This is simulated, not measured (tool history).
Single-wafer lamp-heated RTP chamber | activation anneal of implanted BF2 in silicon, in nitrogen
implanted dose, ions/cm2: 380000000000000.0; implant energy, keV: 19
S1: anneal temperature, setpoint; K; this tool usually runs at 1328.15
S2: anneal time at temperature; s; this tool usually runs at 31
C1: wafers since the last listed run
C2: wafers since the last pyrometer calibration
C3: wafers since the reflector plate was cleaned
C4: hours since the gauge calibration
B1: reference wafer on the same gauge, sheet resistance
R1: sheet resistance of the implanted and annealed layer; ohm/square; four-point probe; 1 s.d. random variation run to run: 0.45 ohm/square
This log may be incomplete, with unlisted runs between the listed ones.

{"run": 1, "day": 0.0, "S1": 1328.15, "S2": 31, "C1": 0, "C2": 450, "C3": 3281, "C4": 1494.1, "B1": 308.89, "R1": 297.68}
{"run": 2, "day": 3.158, "S1": 1328.15, "S2": 31, "C1": 757, "C2": 1208, "C3": 4039, "C4": 1569.9, "B1": 308.88, "R1": 297.45}
{"run": 3, "day": 3.696, "S1": 1328.15, "S2": 31, "C1": 128, "C2": 1337, "C3": 4168, "C4": 1582.8, "B1": 308.98, "R1": 297.24}
{"run": 4, "day": 4.721, "S1": 1328.15, "S2": 31, "C1": 245, "C2": 1583, "C3": 4414, "C4": 1607.4, "B1": 308.92, "R1": 297.49}
{"run": 5, "day": 5.833, "S1": 1337.15, "S2": 38, "C1": 266, "C2": 1850, "C3": 4681, "C4": 1634.1, "B1": 308.86, "R1": 293.25}
{"run": 6, "day": 6.783, "S1": 1337.15, "S2": 38, "C1": 227, "C2": 2078, "C3": 4909, "C4": 1656.9, "B1": 309.13, "R1": 292.41}
{"day": 7.188, "done": "gauge calibrated"}
{"run": 7, "day": 7.604, "S1": 1319.15, "S2": 31, "C1": 196, "C2": 2275, "C3": 5106, "C4": 10.0, "B1": 309.21, "R1": 298.19}
{"run": 8, "day": 9.062, "S1": 1350.15, "S2": 16, "C1": 349, "C2": 2625, "C3": 5456, "C4": 45.0, "B1": 308.99, "R1": 300.14}
{"run": 9, "day": 9.812, "S1": 1350.15, "S2": 16, "C1": 179, "C2": 2805, "C3": 5636, "C4": 63.0, "B1": 309.02, "R1": 300.54}
{"run": 10, "day": 10.612, "S1": 1328.15, "S2": 31, "C1": 191, "C2": 2997, "C3": 5828, "C4": 82.2, "B1": 309.0, "R1": 297.12}
{"run": 11, "day": 11.908, "S1": 1328.15, "S2": 31, "C1": 310, "C2": 3308, "C3": 6139, "C4": 113.3, "B1": 308.76, "R1": 295.81}
{"run": 12, "day": 12.888, "S1": 1317.15, "S2": 31, "C1": 234, "C2": 3543, "C3": 6374, "C4": 136.8, "B1": 308.9, "R1": 298.49}
{"run": 13, "day": 14.138, "S1": 1306.15, "S2": 49, "C1": 299, "C2": 3843, "C3": 6674, "C4": 166.8, "B1": 308.76, "R1": 296.11}
{"day": 14.596, "done": "reflector plate cleaned"}
{"run": 14, "day": 15.592, "S1": 1328.15, "S2": 31, "C1": 268, "C2": 4112, "C3": 238, "C4": 201.7, "B1": 308.97, "R1": 296.53}
{"run": 15, "day": 16.55, "S1": 1341.15, "S2": 46, "C1": 229, "C2": 4342, "C3": 468, "C4": 224.7, "B1": 309.02, "R1": 288.62}
{"run": 16, "day": 17.238, "S1": 1328.15, "S2": 48, "C1": 164, "C2": 4507, "C3": 633, "C4": 241.2, "B1": 309.09, "R1": 290.79}
{"day": 18.658, "done": "pyrometer window cleaned and pyrometer calibrated"}
{"run": 17, "day": 18.671, "S1": 1328.15, "S2": 31, "C1": 263, "C2": 3, "C3": 897, "C4": 275.6, "B1": 309.06, "R1": 298.58}
{"run": 18, "day": 19.933, "S1": 1328.15, "S2": 47, "C1": 302, "C2": 306, "C3": 1200, "C4": 305.9, "B1": 309.14, "R1": 292.86}
{"run": 19, "day": 21.379, "S1": 1328.15, "S2": 31, "C1": 346, "C2": 653, "C3": 1547, "C4": 340.6, "B1": 308.89, "R1": 297.28}
{"run": 20, "day": 22.079, "S1": 1338.15, "S2": 25, "C1": 167, "C2": 821, "C3": 1715, "C4": 357.4, "B1": 308.92, "R1": 298.38}
{"run": 21, "day": 23.108, "S1": 1310.15, "S2": 31, "C1": 246, "C2": 1068, "C3": 1962, "C4": 382.1, "B1": 308.95, "R1": 301.38}
{"run": 22, "day": 24.062, "S1": 1328.15, "S2": 31, "C1": 228, "C2": 1297, "C3": 2191, "C4": 405.0, "B1": 308.78, "R1": 298.1}
{"run": 23, "day": 24.688, "S1": 1328.15, "S2": 31, "C1": 149, "C2": 1447, "C3": 2341, "C4": 420.0, "B1": 308.85, "R1": 297.25}
{"run": 24, "day": 26.054, "S1": 1316.15, "S2": 39, "C1": 327, "C2": 1775, "C3": 2669, "C4": 452.8, "B1": 309.06, "R1": 296.97}
{"run": 25, "day": 26.592, "S1": 1328.15, "S2": 31, "C1": 128, "C2": 1903, "C3": 2798, "C4": 465.7, "B1": 308.97, "R1": 296.81}
{"run": 26, "day": 27.512, "S1": 1328.15, "S2": 31, "C1": 220, "C2": 2124, "C3": 3019, "C4": 487.8, "B1": 308.97, "R1": 298.01}
{"run": 27, "day": 28.838, "S1": 1300.15, "S2": 18, "C1": 317, "C2": 2442, "C3": 3337, "C4": 519.6, "B1": 308.87, "R1": 308.03}
{"run": 28, "day": 30.242, "S1": 1310.15, "S2": 26, "C1": 336, "C2": 2779, "C3": 3674, "C4": 553.3, "B1": 308.84, "R1": 302.01}
{"run": 29, "day": 31.05, "S1": 1328.15, "S2": 31, "C1": 193, "C2": 2973, "C3": 3868, "C4": 572.7, "B1": 309.15, "R1": 296.82}
{"run": 30, "day": 32.079, "S1": 1328.15, "S2": 31, "C1": 246, "C2": 3220, "C3": 4115, "C4": 597.4, "B1": 308.93, "R1": 296.94}
{"run": 31, "day": 32.817, "S1": 1306.15, "S2": 40, "C1": 176, "C2": 3397, "C3": 4292, "C4": 615.1, "B1": 309.06, "R1": 298.04}
{"run": 32, "day": 34.204, "S1": 1303.15, "S2": 31, "C1": 332, "C2": 3730, "C3": 4625, "C4": 648.4, "B1": 308.88, "R1": 302.0}
{"run": 33, "day": 35.0, "S1": 1336.15, "S2": 23, "C1": 190, "C2": 3921, "C3": 4816, "C4": 667.5, "B1": 309.04, "R1": 299.26}
{"run": 34, "day": 36.458, "S1": 1354.15, "S2": 31, "C1": 349, "C2": 4271, "C3": 5166, "C4": 702.5, "B1": 309.06, "R1": 290.64}
{"run": 35, "day": 37.742, "S1": 1354.15, "S2": 38, "C1": 307, "C2": 4579, "C3": 5474, "C4": 733.3, "B1": 309.05, "R1": 287.48}
{"run": 36, "day": 38.6, "S1": 1328.15, "S2": 31, "C1": 205, "C2": 4785, "C3": 5680, "C4": 753.9, "B1": 309.01, "R1": 296.04}

Each row is a separate what-if for the run after 36, all from the same tool condition, not one after another. Results?
{"run": "A", "day": 38.617, "S1": 1328.15, "S2": 31, "C1": 3, "C2": 4789, "C3": 5684, "C4": 754.3, "B1": "?", "R1": "?"}
{"run": "B", "day": 38.617, "S1": 1328.15, "S2": 18, "C1": 3, "C2": 4789, "C3": 5684, "C4": 754.3, "B1": "?", "R1": "?"}
{"run": "C", "day": 38.617, "S1": 1338.15, "S2": 24, "C1": 3, "C2": 4789, "C3": 5684, "C4": 754.3, "B1": "?", "R1": "?"}
{"run": "D", "day": 38.617, "S1": 1317.15, "S2": 41, "C1": 3, "C2": 4789, "C3": 5684, "C4": 754.3, "B1": "?", "R1": "?"}
{"run": "E", "day": 38.617, "S1": 1312.15, "S2": 31, "C1": 3, "C2": 4789, "C3": 5684, "C4": 754.3, "B1": "?", "R1": "?"}

run=A B1=309.02 R1=296.84
run=B B1=309.02 R1=302.58
run=C B1=309.02 R1=298.14
run=D B1=309.02 R1=295.53
run=E B1=309.02 R1=299.69
The same runs, with their run-to-run variation unchanged, on a tool lacking any hidden condition would have given:
run=A R1=298.88
run=B R1=304.57
run=C R1=299.97
run=D R1=298.19
run=E R1=302.58
